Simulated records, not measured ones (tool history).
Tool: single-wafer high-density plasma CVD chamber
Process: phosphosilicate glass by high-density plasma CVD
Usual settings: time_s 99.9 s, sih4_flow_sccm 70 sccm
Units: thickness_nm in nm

run,hour,time_s,sih4_flow_sccm,"read-back reference wafer on the same gauge, thickness_nm",thickness_nm
1,0.0,99.9,70,738.327,656.597
2,17.8,99.9,70,737.631,658.297
3,50.1,88.1,74,737.936,612.131
4,57.0,88.1,74,737.894,612.425
5,73.9,109.5,79,737.616,809.409
6,90.0,109.5,79,738.138,810.135
7,102.5,109.5,79,737.224,809.560
# hour 126.5: silane flow controller replaced
8,127.0,99.9,70,737.505,744.124
9,130.3,99.9,70,737.729,742.983
10,147.8,99.9,70,737.786,743.825
11,163.2,99.9,70,738.218,741.646
12,171.2,99.9,70,738.209,742.650
# hour 187.0: silane flow controller replaced, repeated, since the last time left the tool worse
13,189.0,99.9,70,737.823,692.867
14,196.5,99.9,64,738.573,633.951
15,214.1,80.8,61,738.307,488.479
# hour 224.3: gauge calibrated
16,224.7,114.6,70,738.495,791.632
17,240.5,99.9,70,737.794,693.356
18,253.6,99.9,70,737.664,692.710
19,267.9,99.9,80,737.798,790.100
20,274.5,105.8,70,737.984,732.911
21,282.5,93.1,81,738.198,746.569
22,293.5,81.0,80,738.194,639.608
23,304.9,106.5,60,738.375,633.303
24,312.5,117.3,63,738.222,729.048
25,326.1,99.9,60,737.899,593.068

4 ways to go on from here, each from the tool as it stands after run 25. What would each give?
A,326.5,117.0,70,?,?
B,326.5,89.3,70,?,?
C,326.5,106.5,56,?,?
D,326.5,99.9,76,?,?

run,"read-back reference wafer on the same gauge, thickness_nm",thickness_nm
A,738.626,807.590
B,738.626,616.391
C,738.626,588.091
D,738.626,748.662
Without the tool's hidden state the same runs would have given:
run,thickness_nm
A,805.900
B,615.101
C,586.860
D,747.096
